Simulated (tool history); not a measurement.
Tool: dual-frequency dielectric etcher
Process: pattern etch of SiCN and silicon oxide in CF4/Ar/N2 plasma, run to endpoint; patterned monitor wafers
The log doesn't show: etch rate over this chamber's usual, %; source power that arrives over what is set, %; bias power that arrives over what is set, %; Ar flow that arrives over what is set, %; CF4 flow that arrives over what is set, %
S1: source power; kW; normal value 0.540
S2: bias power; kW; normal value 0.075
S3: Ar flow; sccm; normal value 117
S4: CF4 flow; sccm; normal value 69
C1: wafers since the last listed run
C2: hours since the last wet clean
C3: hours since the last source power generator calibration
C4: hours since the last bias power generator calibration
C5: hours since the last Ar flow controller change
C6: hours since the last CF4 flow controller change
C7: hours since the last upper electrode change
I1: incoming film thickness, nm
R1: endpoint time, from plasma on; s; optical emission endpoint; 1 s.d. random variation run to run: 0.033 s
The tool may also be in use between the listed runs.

| run | hour | S1 | S2 | S3 | S4 | C1 | C2 | C3 | C4 | C5 | C6 | C7 | I1 | R1 |
|---|---|---|---|---|---|---|---|---|---|---|---|---|---|---|
| 1 | 0.0 | 0.540 | 0.075 | 140 | 69 | 0 | 235.8 | 2943.1 | 2484.4 | 2162.6 | 1810.6 | 2511.0 | 10.38 | 10.7 |
|  | 60.8 | upper electrode replaced |
| 2 | 77.5 | 0.540 | 0.075 | 117 | 69 | 661 | 313.3 | 3020.6 | 2561.9 | 2240.1 | 1888.1 | 16.7 | 10.48 | 10.4 |
|  | 122.7 | bias power generator calibrated |
| 3 | 155.4 | 0.540 | 0.075 | 117 | 69 | 913 | 391.2 | 3098.5 | 32.7 | 2318.0 | 1966.0 | 94.6 | 10.41 | 10.4 |
|  | 212.8 | wet clean of the chamber |
| 4 | 213.3 | 0.540 | 0.075 | 117 | 69 | 419 | 0.5 | 3156.4 | 90.6 | 2375.9 | 2023.9 | 152.5 | 10.40 | 10.3 |
| 5 | 249.9 | 0.540 | 0.075 | 117 | 69 | 452 | 37.1 | 3193.0 | 127.2 | 2412.5 | 2060.5 | 189.1 | 10.43 | 10.3 |
| 6 | 292.7 | 0.540 | 0.090 | 117 | 69 | 529 | 79.9 | 3235.8 | 170.0 | 2455.3 | 2103.3 | 231.9 | 10.40 | 9.6 |
| 7 | 356.6 | 0.540 | 0.090 | 117 | 69 | 789 | 143.8 | 3299.7 | 233.9 | 2519.2 | 2167.2 | 295.8 | 10.44 | 9.6 |
|  | 422.2 | CF4 flow controller replaced |
| 8 | 422.7 | 0.540 | 0.075 | 108 | 77 | 742 | 209.9 | 3365.8 | 300.0 | 2585.3 | 0.5 | 361.9 | 10.40 | 10.0 |
| 9 | 517.6 | 0.650 | 0.057 | 125 | 55 | 1173 | 304.8 | 3460.7 | 394.9 | 2680.2 | 95.4 | 456.8 | 10.44 | 10.0 |
| 10 | 588.4 | 0.540 | 0.058 | 103 | 85 | 875 | 375.6 | 3531.5 | 465.7 | 2751.0 | 166.2 | 527.6 | 10.45 | 10.9 |
|  | 643.0 | Ar flow controller replaced |
| 11 | 643.5 | 0.580 | 0.087 | 117 | 69 | 606 | 430.7 | 3586.6 | 520.8 | 0.5 | 221.3 | 582.7 | 10.27 | 8.9 |
|  | 721.3 | wet clean of the chamber |
|  | 741.1 | source power generator calibrated |
| 12 | 741.6 | 0.540 | 0.090 | 117 | 69 | 866 | 20.3 | 0.5 | 618.9 | 98.6 | 319.4 | 680.8 | 10.44 | 9.6 |
| 13 | 834.5 | 0.540 | 0.061 | 117 | 69 | 1148 | 113.2 | 93.4 | 711.8 | 191.5 | 412.3 | 773.7 | 10.52 | 11.3 |
| 14 | 882.4 | 0.540 | 0.075 | 117 | 55 | 592 | 161.1 | 141.3 | 759.7 | 239.4 | 460.2 | 821.6 | 10.39 | 10.6 |
| 15 | 950.6 | 0.540 | 0.075 | 117 | 69 | 843 | 229.3 | 209.5 | 827.9 | 307.6 | 528.4 | 889.8 | 10.38 | 10.3 |
| 16 | 989.9 | 0.420 | 0.075 | 126 | 82 | 485 | 268.6 | 248.8 | 867.2 | 346.9 | 567.7 | 929.1 | 10.40 | 13.3 |
| 17 | 1090.7 | 0.540 | 0.081 | 117 | 78 | 1246 | 369.4 | 349.6 | 968.0 | 447.7 | 668.5 | 1029.9 | 10.36 | 9.9 |
| 18 | 1147.4 | 0.540 | 0.075 | 117 | 69 | 700 | 426.1 | 406.3 | 1024.7 | 504.4 | 725.2 | 1086.6 | 10.35 | 10.3 |

Predict the results of run 19:
| 19 | 1187.5 | 0.540 | 0.075 | 117 | 69 | 495 | 466.2 | 446.4 | 1064.8 | 544.5 | 765.3 | 1126.7 | 10.46 | ? |

{"run 19": {"R1": 10.3}}
Were there no unlogged condition in the tool, this run, its random variation unchanged, would have produced R1 10.3 s.
